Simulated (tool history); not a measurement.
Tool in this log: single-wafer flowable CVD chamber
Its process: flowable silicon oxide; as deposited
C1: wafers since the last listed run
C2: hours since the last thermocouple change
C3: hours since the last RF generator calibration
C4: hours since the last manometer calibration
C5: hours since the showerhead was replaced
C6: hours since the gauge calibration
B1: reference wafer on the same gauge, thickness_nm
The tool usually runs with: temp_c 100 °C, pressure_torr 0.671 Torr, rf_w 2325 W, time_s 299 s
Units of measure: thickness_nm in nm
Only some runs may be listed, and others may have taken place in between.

run 1 hour=0 | temp_c=100 pressure_torr=0.671 rf_w=2325 time_s=299 | C1=0 C2=1493.2 C3=825 C4=949.2 C5=3183 C6=619.4 | B1=174.048 | thickness_nm=149.761
run 2 hour=80.5 | temp_c=105 pressure_torr=0.671 rf_w=2325 time_s=315 | C1=497 C2=1573.7 C3=905.5 C4=1029.7 C5=3263.5 C6=699.9 | B1=173.851 | thickness_nm=137.538
run 3 hour=181.9 | temp_c=105 pressure_torr=0.671 rf_w=2325 time_s=315 | C1=626 C2=1675.1 C3=1006.9 C4=1131.1 C5=3364.9 C6=801.3 | B1=173.838 | thickness_nm=136.168
run 4 hour=244.5 | temp_c=100 pressure_torr=0.671 rf_w=2325 time_s=299 | C1=386 C2=1737.7 C3=1069.5 C4=1193.7 C5=3427.5 C6=863.9 | B1=173.803 | thickness_nm=149.583
run 5 hour=291.7 | temp_c=100 pressure_torr=0.671 rf_w=2325 time_s=299 | C1=291 C2=1784.9 C3=1116.7 C4=1240.9 C5=3474.7 C6=911.1 | B1=174.238 | thickness_nm=148.919
run 6 hour=349.1 | temp_c=100 pressure_torr=0.671 rf_w=2325 time_s=299 | C1=354 C2=1842.3 C3=1174.1 C4=1298.3 C5=3532.1 C6=968.5 | B1=173.866 | thickness_nm=148.909
run 7 hour=393.1 | temp_c=100 pressure_torr=0.671 rf_w=2325 time_s=299 | C1=271 C2=1886.3 C3=1218.1 C4=1342.3 C5=3576.1 C6=1012.5 | B1=174.111 | thickness_nm=150.484
-- hour=411 gauge calibrated
-- hour=437.6 thermocouple changed; heater temperature recalibrated
-- hour=497.5 showerhead replaced
run 8 hour=691.6 | temp_c=100 pressure_torr=0.671 rf_w=2325 time_s=299 | C1=1746 C2=254 C3=1516.6 C4=1640.8 C5=194.1 C6=280.6 | B1=173.943 | thickness_nm=146.581
run 9 hour=756.3 | temp_c=100 pressure_torr=0.671 rf_w=2325 time_s=299 | C1=399 C2=318.7 C3=1581.3 C4=1705.5 C5=258.8 C6=345.3 | B1=174.02 | thickness_nm=148.899
-- hour=797.2 RF generator calibrated
-- hour=825.2 capacitance manometer re-zeroed and calibrated
run 10 hour=831.3 | temp_c=89 pressure_torr=0.671 rf_w=2705 time_s=299 | C1=364 C2=393.7 C3=34.1 C4=6.1 C5=333.8 C6=420.3 | B1=173.915 | thickness_nm=214.342

What will run 11 give?
run 11 hour=877.5 | temp_c=92 pressure_torr=0.671 rf_w=2325 time_s=299 | C1=285 C2=439.9 C3=80.3 C4=52.3 C5=380 C6=466.5 | B1=? | thickness_nm=?

Run 11 gave B1 173.913, thickness_nm 193.432 nm.
The same run, on a tool lacking any hidden state, would have yielded thickness_nm 194.451 nm.
